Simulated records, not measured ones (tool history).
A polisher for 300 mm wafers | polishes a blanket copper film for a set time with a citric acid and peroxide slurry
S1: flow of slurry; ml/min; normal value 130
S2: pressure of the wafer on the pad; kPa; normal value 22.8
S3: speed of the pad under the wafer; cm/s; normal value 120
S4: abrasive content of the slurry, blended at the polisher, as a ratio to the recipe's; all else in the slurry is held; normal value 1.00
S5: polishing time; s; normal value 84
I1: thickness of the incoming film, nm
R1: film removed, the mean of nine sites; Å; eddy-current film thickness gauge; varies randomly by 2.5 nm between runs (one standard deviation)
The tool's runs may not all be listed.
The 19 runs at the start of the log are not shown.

run,hour,S1,S2,S3,S4,S5,I1,R1
20,1394.1,130,22.8,120,1.00,84,870.4,2156
21,1433.8,145,31.0,120,1.30,84,867.3,3064
22,1533.0,130,22.8,120,1.00,84,864.2,2146
# hour 1567.5: head pressure recalibrated
23,1686.8,130,22.8,120,1.00,84,858.8,2115
24,1733.5,130,26.2,120,1.00,109,867.2,3071
25,1811.8,150,20.0,120,1.20,84,885.9,2055
# hour 1814.7: slurry blender recalibrated
# hour 1830.4: worn pad replaced by a new one
# hour 1867.6: slurry nozzle cleaned
26,1874.8,130,22.8,120,1.00,84,869.1,2111
27,1919.0,115,22.8,120,1.00,84,870.0,2082
28,2186.8,85,22.8,120,1.10,84,885.9,2006
# hour 2262.9: head pressure recalibrated
29,2278.7,115,22.8,120,0.90,109,873.1,2639
30,2379.3,95,26.9,152,1.10,84,878.0,2761
31,2452.1,100,27.6,120,0.90,84,874.8,2371

What if the next run were any one of these 3? Each begins from the tool's condition after run 31:
A,2452.5,130,22.8,120,1.00,84,883.4,?
B,2452.5,130,19.3,120,1.25,72,883.4,?
C,2452.5,175,22.8,120,1.00,84,883.4,?

run,R1
A,2121
B,1680
C,2217
The same runs, with their run-to-run variation unchanged, on a tool lacking any hidden condition would have given:
run,R1
A,2121
B,1680
C,2217
